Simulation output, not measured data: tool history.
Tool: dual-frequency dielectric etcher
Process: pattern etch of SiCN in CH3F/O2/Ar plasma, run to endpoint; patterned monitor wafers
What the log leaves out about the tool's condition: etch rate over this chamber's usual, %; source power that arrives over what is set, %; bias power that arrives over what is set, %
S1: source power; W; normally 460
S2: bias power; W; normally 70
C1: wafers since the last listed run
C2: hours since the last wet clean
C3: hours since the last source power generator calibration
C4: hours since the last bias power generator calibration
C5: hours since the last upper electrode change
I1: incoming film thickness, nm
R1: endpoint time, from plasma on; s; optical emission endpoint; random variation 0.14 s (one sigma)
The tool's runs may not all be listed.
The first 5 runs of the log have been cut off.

run	day	S1	S2	C1	C2	C3	C4	C5	I1	R1
6	2.375	460	70	303	433.5	1916.5	2239.3	5439.2	8.33	20.2
7	3.05	460	70	323	449.7	1932.7	2255.5	5455.4	8.33	20.3
8	3.588	520	70	257	462.6	1945.6	2268.4	5468.3	8.36	19.4
9	4.167	520	70	277	476.5	1959.5	2282.3	5482.2	8.29	19.6
10	4.879	520	70	341	493.6	1976.6	2299.4	5499.3	8.3	19.6
11	5.217	400	70	161	501.7	1984.7	2307.5	5507.4	8.27	20.9
# day 5.954: bias power generator calibrated
12	7.025	400	70	787	545.1	2028.1	25.7	5550.8	8.27	20.7
13	7.512	380	65	233	556.8	2039.8	37.4	5562.5	8.37	21.8
14	7.888	380	65	179	565.8	2048.8	46.4	5571.5	8.25	21.5
15	8.183	460	70	141	572.9	2055.9	53.5	5578.6	8.3	20.1
# day 9.742: upper electrode replaced
# day 10.462: wet clean of the chamber
16	10.483	460	70	277	0.5	2111.1	108.7	17.8	8.31	20.1
17	10.496	370	64	5	0.8	2111.4	109	18.1	8.3	21.8
18	10.508	510	70	5	1.1	2111.7	109.3	18.4	8.32	19.5
19	10.525	460	70	7	1.5	2112.1	109.7	18.8	8.25	20.2
20	10.771	500	52	117	7.4	2118	115.6	24.7	8.34	21.4
21	11.462	460	70	331	24	2134.6	132.2	41.3	8.27	20
22	11.95	460	70	233	35.7	2146.3	143.9	53	8.32	19.9
23	12.304	460	70	169	44.2	2154.8	152.4	61.5	8.23	20
24	12.829	460	70	251	56.8	2167.4	165	74.1	8.31	20.2
25	13.362	460	70	255	69.6	2180.2	177.8	86.9	8.34	20.1
26	14.338	370	70	467	93	2203.6	201.2	110.3	8.3	21.1
27	15.008	510	79	321	109.1	2219.7	217.3	126.4	8.34	18.9

Run 28, settings as shown, results not yet in. Your forecast:
28	15.429	400	56	201	119.2	2229.8	227.4	136.5	8.37	?

Logged for run 28: R1 22.5 s.
With the hidden condition absent and the run-to-run variation left alone, this run would have shown R1 22.5 s.

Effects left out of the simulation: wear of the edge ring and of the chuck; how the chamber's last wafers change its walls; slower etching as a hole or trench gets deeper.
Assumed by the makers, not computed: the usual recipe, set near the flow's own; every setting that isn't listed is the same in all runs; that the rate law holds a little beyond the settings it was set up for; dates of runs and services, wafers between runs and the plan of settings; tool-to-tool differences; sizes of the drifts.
